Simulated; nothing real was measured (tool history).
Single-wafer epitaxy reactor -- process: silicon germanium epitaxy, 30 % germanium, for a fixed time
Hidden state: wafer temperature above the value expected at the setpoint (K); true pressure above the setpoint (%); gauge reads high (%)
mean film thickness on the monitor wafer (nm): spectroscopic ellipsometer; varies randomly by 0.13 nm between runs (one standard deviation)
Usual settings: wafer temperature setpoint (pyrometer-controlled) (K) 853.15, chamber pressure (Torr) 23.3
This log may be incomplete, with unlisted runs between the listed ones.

run	hour	wafer temperature setpoint (pyrometer-controlled) (K)	chamber pressure (Torr)	wafers since the last listed run	hours since the last pyrometer calibration	hours since the last manometer calibration	hours since the showerhead was replaced	hours since the gauge calibration	read-back reference wafer on the same gauge, thickness_nm	mean film thickness on the monitor wafer (nm)
1	0.0	853.15	23.3	0	1668.8	590.5	6607.4	40.0	38.200	34.336
2	7.8	853.15	23.3	173	1676.6	598.3	6615.2	47.8	38.213	34.653
3	21.7	853.15	23.3	308	1690.5	612.2	6629.1	61.7	38.221	34.672
4	32.2	853.15	23.3	233	1701.0	622.7	6639.6	72.2	38.185	34.447
5	38.5	853.15	23.3	139	1707.3	629.0	6645.9	78.5	38.198	34.330
6	52.1	853.15	23.3	301	1720.9	642.6	6659.5	92.1	38.181	34.308
7	69.9	853.15	23.3	395	1738.7	660.4	6677.3	109.9	38.197	34.289
8	83.3	853.15	23.3	297	1752.1	673.8	6690.7	123.3	38.214	34.118
9	92.4	853.15	23.3	202	1761.2	682.9	6699.8	132.4	38.194	34.161
10	105.9	853.15	23.3	299	1774.7	696.4	6713.3	145.9	38.210	34.221
11	116.0	853.15	23.3	224	1784.8	706.5	6723.4	156.0	38.207	34.204
# hour 129.0: gauge calibrated
12	133.5	853.15	23.3	388	1802.3	724.0	6740.9	4.5	38.201	34.044
# hour 144.2: showerhead replaced
13	148.7	853.15	23.3	159	1817.5	739.2	4.5	19.7	38.225	34.012
14	160.9	866.15	21.4	270	1829.7	751.4	16.7	31.9	38.195	43.117
15	177.0	865.15	19.8	357	1845.8	767.5	32.8	48.0	38.206	41.000
# hour 185.8: pyrometer calibrated
16	193.7	853.15	28.5	193	7.9	784.2	49.5	64.7	38.193	39.649
17	203.0	853.15	26.6	206	17.2	793.5	58.8	74.0	38.227	38.805
18	211.7	843.15	29.1	193	25.9	802.2	67.5	82.7	38.194	32.529
19	218.7	842.15	20.4	155	32.9	809.2	74.5	89.7	38.212	28.308
# hour 233.0: capacitance manometer re-zeroed and calibrated
20	233.5	847.15	17.5	150	47.7	0.5	89.3	104.5	38.223	30.211
21	241.8	853.15	23.3	184	56.0	8.8	97.6	112.8	38.214	37.281
22	255.8	859.15	20.0	310	70.0	22.8	111.6	126.8	38.192	39.919
23	267.8	853.15	23.3	266	82.0	34.8	123.6	138.8	38.205	37.070
24	275.0	853.15	23.3	159	89.2	42.0	130.8	146.0	38.199	37.054
25	284.1	842.15	23.3	202	98.3	51.1	139.9	155.1	38.183	29.654
26	300.4	860.15	21.8	361	114.6	67.4	156.2	171.4	38.173	41.829

Below are 3 alternative next runs, each starting from the tool's condition after run 26. Predict each:
A	300.8	861.15	23.3	8	115.0	67.8	156.6	171.8	?	?
B	300.8	845.15	23.3	8	115.0	67.8	156.6	171.8	?	?
C	300.8	862.15	20.1	8	115.0	67.8	156.6	171.8	?	?

run	read-back reference wafer on the same gauge, thickness_nm	mean film thickness on the monitor wafer (nm)
A	38.200	43.993
B	38.200	31.743
C	38.200	42.823
What these runs would have given with no unlogged condition in the tool:
run	mean film thickness on the monitor wafer (nm)
A	44.255
B	31.940
C	43.078
